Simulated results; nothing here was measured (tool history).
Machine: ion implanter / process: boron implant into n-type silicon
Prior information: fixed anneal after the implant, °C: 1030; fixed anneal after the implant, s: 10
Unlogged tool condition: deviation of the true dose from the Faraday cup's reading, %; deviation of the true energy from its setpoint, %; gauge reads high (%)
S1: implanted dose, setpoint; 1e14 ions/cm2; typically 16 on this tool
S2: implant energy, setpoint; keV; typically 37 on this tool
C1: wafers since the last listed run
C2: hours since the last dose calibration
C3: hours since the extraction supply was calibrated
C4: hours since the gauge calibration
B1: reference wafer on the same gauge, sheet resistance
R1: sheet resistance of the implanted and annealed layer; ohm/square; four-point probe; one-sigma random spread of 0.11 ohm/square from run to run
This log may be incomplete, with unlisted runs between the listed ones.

{"run": 1, "hour": 0.0, "S1": 16, "S2": 29.5, "C1": 0, "C2": 1902.3, "C3": 5317.9, "C4": 229.2, "B1": 69.78, "R1": 71.47}
{"run": 2, "hour": 12.0, "S1": 16, "S2": 29.5, "C1": 233, "C2": 1914.3, "C3": 5329.9, "C4": 241.2, "B1": 69.8, "R1": 71.58}
{"run": 3, "hour": 27.3, "S1": 16, "S2": 29.5, "C1": 297, "C2": 1929.6, "C3": 5345.2, "C4": 256.5, "B1": 69.76, "R1": 71.5}
{"run": 4, "hour": 42.7, "S1": 16, "S2": 37, "C1": 299, "C2": 1945, "C3": 5360.6, "C4": 271.9, "B1": 69.8, "R1": 70.17}
{"run": 5, "hour": 59.2, "S1": 16, "S2": 37, "C1": 320, "C2": 1961.5, "C3": 5377.1, "C4": 288.4, "B1": 69.8, "R1": 70.05}
{"run": 6, "hour": 74.1, "S1": 16, "S2": 37, "C1": 289, "C2": 1976.4, "C3": 5392, "C4": 303.3, "B1": 69.79, "R1": 70.21}
{"run": 7, "hour": 83.1, "S1": 16, "S2": 29, "C1": 174, "C2": 1985.4, "C3": 5401, "C4": 312.3, "B1": 69.8, "R1": 71.64}
{"run": 8, "hour": 93.6, "S1": 16, "S2": 29, "C1": 203, "C2": 1995.9, "C3": 5411.5, "C4": 322.8, "B1": 69.78, "R1": 71.74}
{"run": 9, "hour": 107.7, "S1": 16, "S2": 29, "C1": 273, "C2": 2010, "C3": 5425.6, "C4": 336.9, "B1": 69.86, "R1": 71.67}
{"run": 10, "hour": 119.1, "S1": 16, "S2": 37, "C1": 221, "C2": 2021.4, "C3": 5437, "C4": 348.3, "B1": 69.82, "R1": 70.25}
{"run": 11, "hour": 133.7, "S1": 16, "S2": 37, "C1": 283, "C2": 2036, "C3": 5451.6, "C4": 362.9, "B1": 69.79, "R1": 70.09}
{"run": 12, "hour": 146.9, "S1": 18.94, "S2": 44, "C1": 256, "C2": 2049.2, "C3": 5464.8, "C4": 376.1, "B1": 69.8, "R1": 60.16}
{"hour": 147.3, "done": "gauge calibrated"}
{"hour": 157.0, "done": "extraction supply calibrated"}
{"run": 13, "hour": 165.8, "S1": 12.72, "S2": 42, "C1": 211, "C2": 2068.1, "C3": 8.8, "C4": 18.5, "B1": 69.8, "R1": 83.69}
{"run": 14, "hour": 178.4, "S1": 11.75, "S2": 45, "C1": 244, "C2": 2080.7, "C3": 21.4, "C4": 31.1, "B1": 69.73, "R1": 89.19}
{"run": 15, "hour": 184.4, "S1": 16, "S2": 37, "C1": 116, "C2": 2086.7, "C3": 27.4, "C4": 37.1, "B1": 69.79, "R1": 69.99}
{"hour": 224.3, "done": "Faraday cup replaced and dose calibrated"}
{"run": 16, "hour": 229.3, "S1": 11.71, "S2": 46, "C1": 716, "C2": 5, "C3": 72.3, "C4": 82, "B1": 69.79, "R1": 92.91}
{"run": 17, "hour": 242.4, "S1": 12.1, "S2": 37, "C1": 254, "C2": 18.1, "C3": 85.4, "C4": 95.1, "B1": 69.8, "R1": 91.27}
{"run": 18, "hour": 259.0, "S1": 16, "S2": 37, "C1": 322, "C2": 34.7, "C3": 102, "C4": 111.7, "B1": 69.81, "R1": 72.28}
{"run": 19, "hour": 273.4, "S1": 19.28, "S2": 42.5, "C1": 279, "C2": 49.1, "C3": 116.4, "C4": 126.1, "B1": 69.78, "R1": 61.74}
{"run": 20, "hour": 279.5, "S1": 14.02, "S2": 43, "C1": 118, "C2": 55.2, "C3": 122.5, "C4": 132.2, "B1": 69.8, "R1": 80.16}
{"run": 21, "hour": 286.3, "S1": 13.87, "S2": 26.5, "C1": 132, "C2": 62, "C3": 129.3, "C4": 139, "B1": 69.8, "R1": 83.4}

Branching from run 21: 3 alternative next runs. What would each branch give?
{"run": "A", "hour": 286.7, "S1": 16, "S2": 37, "C1": 7, "C2": 62.4, "C3": 129.7, "C4": 139.4, "B1": "?", "R1": "?"}
{"run": "B", "hour": 286.7, "S1": 12.27, "S2": 48.5, "C1": 7, "C2": 62.4, "C3": 129.7, "C4": 139.4, "B1": "?", "R1": "?"}
{"run": "C", "hour": 286.7, "S1": 14.41, "S2": 27.5, "C1": 7, "C2": 62.4, "C3": 129.7, "C4": 139.4, "B1": "?", "R1": "?"}

run=A B1=69.77 R1=72.58
run=B B1=69.77 R1=88.9
run=C B1=69.77 R1=80.81
Had the tool no hidden state, the same runs would have come out as:
run=A R1=72.55
run=B R1=88.86
run=C R1=80.78
